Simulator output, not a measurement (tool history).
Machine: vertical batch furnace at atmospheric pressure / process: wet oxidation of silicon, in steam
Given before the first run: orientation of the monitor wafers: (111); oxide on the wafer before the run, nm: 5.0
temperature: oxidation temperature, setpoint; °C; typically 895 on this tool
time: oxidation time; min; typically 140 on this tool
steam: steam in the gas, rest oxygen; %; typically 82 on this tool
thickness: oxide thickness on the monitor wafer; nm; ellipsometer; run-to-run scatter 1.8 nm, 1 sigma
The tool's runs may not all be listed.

run,hour,temperature,time,steam,"read-back reference wafer on the same gauge, thickness",thickness
1,0,895,140,78,329.21,372.07
2,83.9,895,140,82,330,384.46
3,115,895,140,82,330.33,387.51
4,140.5,895,140,82,330.98,388.5
# hour 239: steam generator serviced
5,239.5,895,140,82,331.88,386.47
6,246.4,909,140,82,331.94,446
7,253.4,895,120.5,82,332.27,349.36
# hour 294.5: thermocouples replaced and temperature profile calibrated
8,295,904,140,77,332.93,405.34
9,302,902,198.5,82,332.75,538.42
# hour 305.3: gauge calibrated
10,321.5,907,119.5,82,325.59,378.72
11,337.5,895,86,88,325.89,278.19
12,361.6,910,177,74,325.88,479.8
13,390.8,908,120.5,82,326.41,391.09
14,404.3,895,140,82,326.96,383.69
15,433.3,895,140,82,327.07,383.08

Alternative continuations, all from the tool just after run 15; predict every row:
A,440.4,895,167.5,82,?,?
B,440.4,873,99.5,82,?,?
C,440.4,905,177,87,?,?
D,440.4,884,140,82,?,?
E,440.4,887,176.5,82,?,?

run,"read-back reference wafer on the same gauge, thickness",thickness
A,327.47,436.13
B,327.47,225.97
C,327.47,518.51
D,327.47,339.57
E,327.47,418.05
With the hidden condition removed and each run's random variation left untouched, the same runs would have given:
run,thickness
A,434.42
B,225.09
C,516.48
D,338.25
E,416.42
